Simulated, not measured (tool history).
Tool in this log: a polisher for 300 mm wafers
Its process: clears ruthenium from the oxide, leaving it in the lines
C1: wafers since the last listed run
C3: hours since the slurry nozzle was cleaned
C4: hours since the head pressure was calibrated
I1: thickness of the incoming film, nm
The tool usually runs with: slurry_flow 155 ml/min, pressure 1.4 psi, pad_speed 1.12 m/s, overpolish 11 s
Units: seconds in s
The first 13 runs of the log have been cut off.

Run 14, hour 1287.8: usual settings but pressure 1.6 psi, overpolish 9 s; C1 382; wafers polished on this pad 2589; C3 600.7; C4 730.5; I1 90.1. Result: seconds 109 s.
Run 15, hour 1327.6: usual settings; C1 268; wafers polished on this pad 2857; C3 640.5; C4 770.3; I1 89.7. Result: seconds 122.6 s.
At hour 1362.4: head pressure recalibrated.
Run 16, hour 1420.6: usual settings but pad_speed 0.82 m/s; C1 613; wafers polished on this pad 3470; C3 733.5; C4 58.2; I1 90.6. Result: seconds 176.1 s.
At hour 1491.5: slurry nozzle cleaned.
Run 17, hour 1517.1: usual settings but slurry_flow 170 ml/min; C1 643; wafers polished on this pad 4114; C3 25.6; C4 154.7; I1 89. Result: seconds 107.4 s.
At hour 1536.4: worn pad replaced by a new one.
Run 18, hour 1556.6: usual settings but slurry_flow 205 ml/min, pressure 1.8 psi, pad_speed 1.02 m/s, overpolish 16 s; C1 239; wafers polished on this pad 136; C3 65.1; C4 194.2; I1 88.5. Result: seconds 95 s.
Run 19, hour 1639.4: usual settings but pad_speed 0.92 m/s; C1 557; wafers polished on this pad 694; C3 147.9; C4 277; I1 91. Result: seconds 136.5 s.
Run 20, hour 1689.4: usual settings but slurry_flow 175 ml/min, overpolish 13 s; C1 336; wafers polished on this pad 1031; C3 197.9; C4 327; I1 88.7. Result: seconds 109 s.
Run 21, hour 1768.4: usual settings; C1 532; wafers polished on this pad 1563; C3 276.9; C4 406; I1 91.4. Result: seconds 116.3 s.
Run 22, hour 1846.1: usual settings but slurry_flow 110 ml/min; C1 523; wafers polished on this pad 2087; C3 354.6; C4 483.7; I1 88.6. Result: seconds 121.8 s.
Run 23, hour 1941.6: usual settings; C1 643; wafers polished on this pad 2730; C3 450.1; C4 579.2; I1 91.1. Result: seconds 117.1 s.
Run 24, hour 2026.6: usual settings but slurry_flow 180 ml/min, overpolish 7 s; C1 572; wafers polished on this pad 3303; C3 535.1; C4 664.2; I1 91.1. Result: seconds 113.4 s.
Run 25, hour 2095.1: usual settings but pressure 1 psi, overpolish 15 s; C1 461; wafers polished on this pad 3765; C3 603.6; C4 732.7; I1 89. Result: seconds 149.4 s.
At hour 2145.1: head pressure recalibrated.
At hour 2149.7: worn pad replaced by a new one.
At hour 2152.2: slurry nozzle cleaned.
Run 26, hour 2178.2: usual settings but pad_speed 0.92 m/s, overpolish 7 s; C1 512; wafers polished on this pad 184; C3 26; C4 33.1; I1 91. Result: seconds 134.9 s.
Run 27, hour 2239.6: usual settings but slurry_flow 125 ml/min, pressure 0.9 psi, pad_speed 1.24 m/s, overpolish 14 s; C1 413; wafers polished on this pad 598; C3 87.4; C4 94.5; I1 90.6. Result: seconds 141.4 s.
Run 28, hour 2335.6: usual settings; C1 646; wafers polished on this pad 1245; C3 183.4; C4 190.5; I1 89.9. Result: seconds 112.8 s.
Run 29, hour 2438.7: usual settings but slurry_flow 130 ml/min, pad_speed 1.22 m/s; C1 694; wafers polished on this pad 1940; C3 286.5; C4 293.6; I1 90.9. Result: seconds 111.6 s.
Run 30, hour 2504.9: usual settings but slurry_flow 125 ml/min, overpolish 14 s; C1 446; wafers polished on this pad 2386; C3 352.7; C4 359.8; I1 90.5. Result: seconds 121.7 s.
Run 31, hour 2545.2: usual settings but pressure 1.2 psi; C1 271; wafers polished on this pad 2658; C3 393; C4 400.1; I1 91.2. Result: seconds 129.1 s.
Run 32, hour 2594.9: usual settings but slurry_flow 130 ml/min, pressure 1.2 psi, pad_speed 1.42 m/s, overpolish 7 s; C1 334; wafers polished on this pad 2992; C3 442.7; C4 449.8; I1 89.5. Result: seconds 104.8 s.

Forecast run 33:
Run 33, hour 2663: usual settings but slurry_flow 125 ml/min, pressure 1 psi, pad_speed 1.36 m/s; C1 458; wafers polished on this pad 3451; C3 510.8; C4 517.9; I1 91.6. Result: seconds ?.

Run 33 gave seconds 130.8 s.
Take away the tool's hidden state, keep the run-to-run variation as it was, and the same run would have given seconds 121.6 s.
